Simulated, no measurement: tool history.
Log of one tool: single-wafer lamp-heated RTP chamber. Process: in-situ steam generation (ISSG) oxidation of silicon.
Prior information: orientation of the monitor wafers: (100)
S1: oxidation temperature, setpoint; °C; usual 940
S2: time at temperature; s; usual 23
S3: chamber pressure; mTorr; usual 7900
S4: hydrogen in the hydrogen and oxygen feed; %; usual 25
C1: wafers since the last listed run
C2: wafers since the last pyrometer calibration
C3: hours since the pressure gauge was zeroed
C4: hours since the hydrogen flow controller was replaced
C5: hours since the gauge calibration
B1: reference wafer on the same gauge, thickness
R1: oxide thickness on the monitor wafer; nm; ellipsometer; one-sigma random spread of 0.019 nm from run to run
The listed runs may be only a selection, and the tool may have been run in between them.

| run | hour | S1 | S2 | S3 | S4 | C1 | C2 | C3 | C4 | C5 | B1 | R1 |
|---|---|---|---|---|---|---|---|---|---|---|---|---|
| 1 | 0 | 940 | 23 | 7900 | 25 | 0 | 153 | 1421.9 | 4684.3 | 381.8 | 4.008 | 4.509 |
| 2 | 15.8 | 940 | 23 | 7900 | 25 | 167 | 321 | 1437.7 | 4700.1 | 397.6 | 4.006 | 4.549 |
|  | 46.3 | hydrogen flow controller replaced |
|  | 59.5 | pressure gauge zeroed |
| 3 | 64 | 940 | 23 | 7900 | 27 | 341 | 663 | 4.5 | 17.7 | 445.8 | 4.005 | 4.651 |
| 4 | 70.9 | 940 | 23 | 7900 | 25 | 73 | 736 | 11.4 | 24.6 | 452.7 | 4.007 | 4.581 |
| 5 | 85.1 | 940 | 23 | 8800 | 25 | 150 | 887 | 25.6 | 38.8 | 466.9 | 4.008 | 4.516 |
| 6 | 98.8 | 940 | 23 | 7900 | 25 | 145 | 1032 | 39.3 | 52.5 | 480.6 | 4.009 | 4.574 |
| 7 | 126.8 | 940 | 16 | 9000 | 25 | 297 | 1329 | 67.3 | 80.5 | 508.6 | 4.01 | 3.939 |
| 8 | 143.3 | 947 | 23 | 7900 | 25 | 175 | 1504 | 83.8 | 97 | 525.1 | 4.007 | 4.657 |
| 9 | 156.4 | 933 | 23 | 7900 | 32 | 139 | 1643 | 96.9 | 110.1 | 538.2 | 4.008 | 4.788 |
| 10 | 165.3 | 940 | 23 | 7900 | 25 | 94 | 1738 | 105.8 | 119 | 547.1 | 4.015 | 4.604 |
| 11 | 179.3 | 940 | 28 | 7900 | 25 | 148 | 1887 | 119.8 | 133 | 561.1 | 4.013 | 4.952 |
| 12 | 197.3 | 929 | 23 | 7900 | 32 | 191 | 2078 | 137.8 | 151 | 579.1 | 4.014 | 4.715 |
| 13 | 215.2 | 940 | 23 | 7900 | 25 | 189 | 2268 | 155.7 | 168.9 | 597 | 4.012 | 4.59 |
| 14 | 232.7 | 940 | 23 | 6900 | 25 | 185 | 2453 | 173.2 | 186.4 | 614.5 | 4.003 | 4.593 |
| 15 | 247.4 | 940 | 27 | 8800 | 31 | 156 | 2609 | 187.9 | 201.1 | 629.2 | 4.011 | 5.14 |
|  | 258.6 | gauge calibrated |
| 16 | 264.1 | 950 | 30 | 6900 | 25 | 177 | 2786 | 204.6 | 217.8 | 5.5 | 4.004 | 5.34 |
| 17 | 275.7 | 934 | 23 | 6900 | 25 | 123 | 2910 | 216.2 | 229.4 | 17.1 | 4.014 | 4.502 |
| 18 | 287.9 | 940 | 32 | 7500 | 25 | 129 | 3039 | 228.4 | 241.6 | 29.3 | 4.011 | 5.282 |
| 19 | 300.9 | 940 | 23 | 6900 | 22 | 137 | 3177 | 241.4 | 254.6 | 42.3 | 4.014 | 4.426 |
| 20 | 310.5 | 931 | 27 | 7400 | 28 | 101 | 3279 | 251 | 264.2 | 51.9 | 4.01 | 4.93 |
| 21 | 324.9 | 940 | 23 | 7900 | 25 | 152 | 3432 | 265.4 | 278.6 | 66.3 | 4.007 | 4.606 |
| 22 | 334.9 | 928 | 23 | 9000 | 25 | 106 | 3538 | 275.4 | 288.6 | 76.3 | 4.011 | 4.415 |
| 23 | 352.4 | 940 | 23 | 7400 | 25 | 185 | 3724 | 292.9 | 306.1 | 93.8 | 4.009 | 4.584 |
| 24 | 365.4 | 925 | 28 | 7900 | 25 | 137 | 3862 | 305.9 | 319.1 | 106.8 | 4.006 | 4.793 |
| 25 | 378 | 940 | 23 | 7900 | 25 | 133 | 3995 | 318.5 | 331.7 | 119.4 | 4.008 | 4.64 |
| 26 | 387.5 | 952 | 27 | 7900 | 25 | 100 | 4096 | 328 | 341.2 | 128.9 | 4.013 | 5.141 |
| 27 | 406.3 | 940 | 14 | 7900 | 25 | 199 | 4296 | 346.8 | 360 | 147.7 | 4.007 | 3.829 |
| 28 | 415.4 | 951 | 23 | 8500 | 25 | 96 | 4392 | 355.9 | 369.1 | 156.8 | 4.014 | 4.714 |
| 29 | 422.8 | 925 | 23 | 7300 | 25 | 78 | 4471 | 363.3 | 376.5 | 164.2 | 4.012 | 4.419 |
| 30 | 458.4 | 928 | 23 | 7900 | 25 | 377 | 4849 | 398.9 | 412.1 | 199.8 | 4.007 | 4.455 |

Give the tool's hidden conditions for every run:
true pressure minus gauge reading, Torr: 0 on each run
deviation of the hydrogen flow from its setpoint, %: 0 on each run
gauge reads high (%): 0 on each run
H1: true wafer temperature minus pyrometer reading, K
| run | H1 |
|---|---|
| 1 | 0.888 |
| 2 | 1.4 |
| 3 | 2.77 |
| 4 | 2.94 |
| 5 | 3.29 |
| 6 | 3.6 |
| 7 | 4.17 |
| 8 | 4.49 |
| 9 | 4.72 |
| 10 | 4.87 |
| 11 | 5.09 |
| 12 | 5.36 |
| 13 | 5.61 |
| 14 | 5.83 |
| 15 | 6.01 |
| 16 | 6.19 |
| 17 | 6.31 |
| 18 | 6.44 |
| 19 | 6.56 |
| 20 | 6.65 |
| 21 | 6.77 |
| 22 | 6.85 |
| 23 | 6.98 |
| 24 | 7.08 |
| 25 | 7.16 |
| 26 | 7.22 |
| 27 | 7.34 |
| 28 | 7.39 |
| 29 | 7.43 |
| 30 | 7.61 |
